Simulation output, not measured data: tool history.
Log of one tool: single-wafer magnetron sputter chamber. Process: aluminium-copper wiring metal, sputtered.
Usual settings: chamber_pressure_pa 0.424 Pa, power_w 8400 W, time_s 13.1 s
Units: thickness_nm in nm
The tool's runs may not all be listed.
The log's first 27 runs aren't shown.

run	hour	chamber_pressure_pa	power_w	time_s	wafers since the last listed run	wafers on the sputter target	hours since the last manometer calibration	hours since the magnet pack was replaced	hours since the gauge calibration	read-back reference wafer on the same gauge, thickness_nm	thickness_nm
28	690.9	0.359	8400	13.1	1099	5287	183.9	420.4	346.8	151.008	191.514
# hour 729.8: sputter target and shields replaced
29	730.3	0.279	9600	14.9	1120	17	223.3	459.8	386.2	150.7	260.021
30	748.6	0.525	10450	15.3	653	670	241.6	478.1	404.5	150.764	253.647
31	773.5	0.424	9000	13.1	888	1559	266.5	503	429.4	151.006	197.866
32	800.5	0.499	7250	11.1	963	2523	293.5	530	456.4	151.113	130.255
33	815.3	0.424	8400	13.1	528	3051	308.3	544.8	471.2	151.054	186.065
34	837.6	0.424	8400	13.1	795	3847	330.6	567.1	493.5	150.879	186.622
35	852.5	0.424	8400	13.1	531	4379	345.5	582	508.4	151.345	185.678

Forecast each of these 3 alternatives for the next run:
A	852.9	0.482	8400	13.1	14	4393	345.9	582.4	508.8	?	?
B	852.9	0.558	8400	13.1	14	4393	345.9	582.4	508.8	?	?
C	852.9	0.505	6700	15.7	14	4393	345.9	582.4	508.8	?	?

run	read-back reference wafer on the same gauge, thickness_nm	thickness_nm
A	150.962	180.169
B	150.962	173.146
C	150.962	170.157
Without the tool's hidden state the same runs would have given:
run	thickness_nm
A	175.904
B	168.42
C	165.94
